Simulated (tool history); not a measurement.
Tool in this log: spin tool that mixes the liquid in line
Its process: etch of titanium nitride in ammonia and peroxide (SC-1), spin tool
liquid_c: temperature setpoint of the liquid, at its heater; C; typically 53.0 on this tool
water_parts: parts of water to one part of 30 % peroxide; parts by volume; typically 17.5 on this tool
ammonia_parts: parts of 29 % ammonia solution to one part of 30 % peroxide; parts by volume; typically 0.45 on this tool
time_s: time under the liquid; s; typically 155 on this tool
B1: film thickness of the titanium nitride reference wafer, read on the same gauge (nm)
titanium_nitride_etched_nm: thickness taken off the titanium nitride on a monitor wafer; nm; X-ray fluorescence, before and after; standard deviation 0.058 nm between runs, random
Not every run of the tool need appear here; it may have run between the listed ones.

{"run": 1, "day": 0.0, "liquid_c": 53.0, "water_parts": 17.5, "ammonia_parts": 0.45, "time_s": 155, "B1": 109.99, "titanium_nitride_etched_nm": 10.34}
{"run": 2, "day": 3.129, "liquid_c": 53.0, "water_parts": 11.0, "ammonia_parts": 0.45, "time_s": 155, "B1": 110.02, "titanium_nitride_etched_nm": 13.32}
{"run": 3, "day": 5.346, "liquid_c": 53.0, "water_parts": 11.0, "ammonia_parts": 0.45, "time_s": 155, "B1": 110.01, "titanium_nitride_etched_nm": 13.37}
{"day": 5.633, "done": "new drum of ammonia solution connected"}
{"run": 4, "day": 8.904, "liquid_c": 53.0, "water_parts": 17.5, "ammonia_parts": 0.45, "time_s": 155, "B1": 109.99, "titanium_nitride_etched_nm": 10.39}
{"run": 5, "day": 12.696, "liquid_c": 53.0, "water_parts": 17.5, "ammonia_parts": 0.45, "time_s": 155, "B1": 110.02, "titanium_nitride_etched_nm": 10.49}
{"run": 6, "day": 15.346, "liquid_c": 53.0, "water_parts": 17.5, "ammonia_parts": 0.45, "time_s": 155, "B1": 110.03, "titanium_nitride_etched_nm": 10.54}
{"run": 7, "day": 17.542, "liquid_c": 53.0, "water_parts": 17.5, "ammonia_parts": 0.45, "time_s": 155, "B1": 110.02, "titanium_nitride_etched_nm": 10.7}
{"run": 8, "day": 19.404, "liquid_c": 53.0, "water_parts": 17.5, "ammonia_parts": 0.45, "time_s": 155, "B1": 109.97, "titanium_nitride_etched_nm": 10.57}
{"run": 9, "day": 22.079, "liquid_c": 53.0, "water_parts": 17.5, "ammonia_parts": 0.45, "time_s": 230, "B1": 110.01, "titanium_nitride_etched_nm": 15.83}
{"day": 24.554, "done": "new drum of ammonia solution connected"}
{"run": 10, "day": 25.658, "liquid_c": 53.0, "water_parts": 17.5, "ammonia_parts": 0.45, "time_s": 155, "B1": 110.02, "titanium_nitride_etched_nm": 10.85}
{"day": 26.858, "done": "heated supply line repaired"}
{"run": 11, "day": 28.2, "liquid_c": 47.5, "water_parts": 13.5, "ammonia_parts": 0.35, "time_s": 75, "B1": 109.99, "titanium_nitride_etched_nm": 3.96}
{"day": 30.358, "done": "gauge calibrated"}
{"run": 12, "day": 30.4, "liquid_c": 53.0, "water_parts": 17.5, "ammonia_parts": 0.45, "time_s": 155, "B1": 109.99, "titanium_nitride_etched_nm": 10.8}
{"run": 13, "day": 34.55, "liquid_c": 53.0, "water_parts": 17.5, "ammonia_parts": 0.45, "time_s": 155, "B1": 110.0, "titanium_nitride_etched_nm": 10.8}
{"day": 34.683, "done": "ammonia flow meter replaced"}
{"day": 36.129, "done": "thermometer replaced"}
{"run": 14, "day": 38.121, "liquid_c": 53.0, "water_parts": 10.0, "ammonia_parts": 0.45, "time_s": 155, "B1": 109.97, "titanium_nitride_etched_nm": 12.17}
{"run": 15, "day": 42.588, "liquid_c": 53.0, "water_parts": 14.5, "ammonia_parts": 0.55, "time_s": 235, "B1": 109.99, "titanium_nitride_etched_nm": 15.76}

Run 16 has not been measured yet. What should we expect?
{"run": 16, "day": 44.142, "liquid_c": 53.0, "water_parts": 17.5, "ammonia_parts": 0.45, "time_s": 100, "B1": "?", "titanium_nitride_etched_nm": "?"}

B1: 110.01
titanium_nitride_etched_nm: 5.90 nm
Without the tool's hidden state the same run would have given titanium_nitride_etched_nm 5.69 nm.

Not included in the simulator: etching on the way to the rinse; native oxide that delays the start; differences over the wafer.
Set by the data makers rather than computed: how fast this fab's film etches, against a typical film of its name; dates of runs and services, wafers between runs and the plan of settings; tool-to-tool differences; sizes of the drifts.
